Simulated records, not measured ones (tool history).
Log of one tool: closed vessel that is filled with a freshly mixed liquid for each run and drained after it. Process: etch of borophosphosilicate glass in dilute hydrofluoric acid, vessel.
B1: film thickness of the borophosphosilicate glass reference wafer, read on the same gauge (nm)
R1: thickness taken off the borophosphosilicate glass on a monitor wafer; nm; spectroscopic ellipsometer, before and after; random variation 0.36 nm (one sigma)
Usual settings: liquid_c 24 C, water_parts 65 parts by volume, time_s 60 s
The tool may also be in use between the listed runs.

run 1 hour=0 | liquid_c=24 water_parts=65 time_s=60 | B1=110 | R1=82.96
-- hour=37 thermometer replaced
run 2 hour=63.8 | liquid_c=24 water_parts=45 time_s=60 | B1=109.97 | R1=117.45
run 3 hour=124.8 | liquid_c=24 water_parts=45 time_s=60 | B1=109.98 | R1=117.72
run 4 hour=197.5 | liquid_c=24 water_parts=45 time_s=60 | B1=110.02 | R1=118.49
run 5 hour=314.8 | liquid_c=24 water_parts=65 time_s=60 | B1=109.99 | R1=81.03
run 6 hour=378.8 | liquid_c=24 water_parts=65 time_s=60 | B1=109.98 | R1=81.36
run 7 hour=459 | liquid_c=24 water_parts=65 time_s=60 | B1=109.99 | R1=81.75
run 8 hour=534.1 | liquid_c=24 water_parts=65 time_s=60 | B1=109.99 | R1=81.63
run 9 hour=618.5 | liquid_c=24 water_parts=65 time_s=60 | B1=110 | R1=82.18
-- hour=657.3 hydrofluoric acid flow meter replaced
run 10 hour=704.5 | liquid_c=24 water_parts=65 time_s=70 | B1=109.99 | R1=93.86
run 11 hour=748.7 | liquid_c=24 water_parts=65 time_s=60 | B1=110.03 | R1=80.32
run 12 hour=845.9 | liquid_c=24 water_parts=65 time_s=60 | B1=110.02 | R1=80.63
run 13 hour=914.6 | liquid_c=24 water_parts=65 time_s=60 | B1=110.01 | R1=81.43
run 14 hour=992.5 | liquid_c=24 water_parts=65 time_s=35 | B1=110 | R1=47.82
run 15 hour=1099.2 | liquid_c=24 water_parts=65 time_s=85 | B1=110 | R1=117.35
-- hour=1195.1 gauge calibrated
run 16 hour=1206.3 | liquid_c=24 water_parts=65 time_s=60 | B1=110.02 | R1=83.52
run 17 hour=1248.5 | liquid_c=22 water_parts=75 time_s=40 | B1=110 | R1=43.91
run 18 hour=1336.3 | liquid_c=25.5 water_parts=65 time_s=90 | B1=110.03 | R1=134.56
run 19 hour=1381 | liquid_c=24 water_parts=65 time_s=60 | B1=110.02 | R1=83.92
run 20 hour=1460.8 | liquid_c=21.5 water_parts=55 time_s=30 | B1=110 | R1=45.7
run 21 hour=1505.3 | liquid_c=22.5 water_parts=50 time_s=60 | B1=110 | R1=105.91
run 22 hour=1588.2 | liquid_c=25.5 water_parts=85 time_s=80 | B1=109.99 | R1=89.88
-- hour=1649.5 thermometer replaced
run 23 hour=1670.4 | liquid_c=20 water_parts=65 time_s=60 | B1=109.96 | R1=69.11

Run 24 comes next. What will it give?
run 24 hour=1707.4 | liquid_c=21.5 water_parts=90 time_s=45 | B1=? | R1=?

Run 24 gave B1 109.97, R1 38.83 nm.
Without the tool's hidden state the same run would have given R1 36.38 nm.

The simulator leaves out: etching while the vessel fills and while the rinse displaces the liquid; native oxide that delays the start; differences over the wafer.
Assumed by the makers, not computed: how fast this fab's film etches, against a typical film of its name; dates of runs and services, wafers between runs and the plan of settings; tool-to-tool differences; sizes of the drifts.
